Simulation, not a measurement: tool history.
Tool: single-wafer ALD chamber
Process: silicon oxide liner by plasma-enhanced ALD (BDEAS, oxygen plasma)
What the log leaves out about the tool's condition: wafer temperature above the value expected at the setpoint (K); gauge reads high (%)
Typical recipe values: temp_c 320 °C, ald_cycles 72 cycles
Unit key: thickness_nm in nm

run	day	temp_c	ald_cycles	wafers since the last listed run	hours since the last thermocouple change	hours since the gauge calibration	read-back reference wafer on the same gauge, thickness_nm	thickness_nm
1	0	315	72	0	829	1321.2	6.925	6.64
2	1.733	315	72	176	870.6	1362.8	6.929	6.644
3	4.688	320	72	299	941.5	1433.7	6.928	6.613
4	6.846	320	72	219	993.3	1485.5	6.928	6.627
5	12.021	320	72	525	1117.5	1609.7	6.936	6.607
6	14.208	320	72	222	1170	1662.2	6.927	6.614
7	27.142	320	68	1313	1480.4	1972.6	6.931	6.202
8	30.283	320	68	319	1555.8	2048	6.925	6.247
9	33.754	320	68	352	1639.1	2131.3	6.926	6.231
# day 37.954: thermocouple changed; heater temperature recalibrated
10	38.217	320	72	419	6.3	2238.4	6.928	6.589
# day 40.325: gauge calibrated
11	41.679	320	72	351	89.4	32.5	6.933	6.619
12	45	320	72	337	169.1	112.2	6.933	6.603
13	48.258	320	72	330	247.3	190.4	6.927	6.576
14	52	312	58	379	337.1	280.2	6.929	5.373
15	54.088	320	72	211	387.2	330.3	6.93	6.589
16	58.45	333	83	442	491.9	435	6.93	7.461
17	60.012	320	72	158	529.4	472.5	6.926	6.599
18	63.338	325	78	337	609.2	552.3	6.931	7.076
19	65.279	329	59	197	655.8	598.9	6.929	5.327
20	68.633	334	65	340	736.3	679.4	6.931	5.833
21	72.096	328	68	351	819.4	762.5	6.935	6.16
22	73.812	305	72	174	860.6	803.7	6.939	6.71
23	75.712	329	72	192	906.2	849.3	6.931	6.532

Alternative continuations, all from the tool just after run 23; predict every row:
A	75.733	320	72	2	906.7	849.8	?	?
B	75.733	316	72	2	906.7	849.8	?	?
C	75.733	330	65	2	906.7	849.8	?	?

run	read-back reference wafer on the same gauge, thickness_nm	thickness_nm
A	6.931	6.582
B	6.931	6.615
C	6.931	5.867
Without the tool's hidden state the same runs would have given:
run	thickness_nm
A	6.582
B	6.615
C	5.867
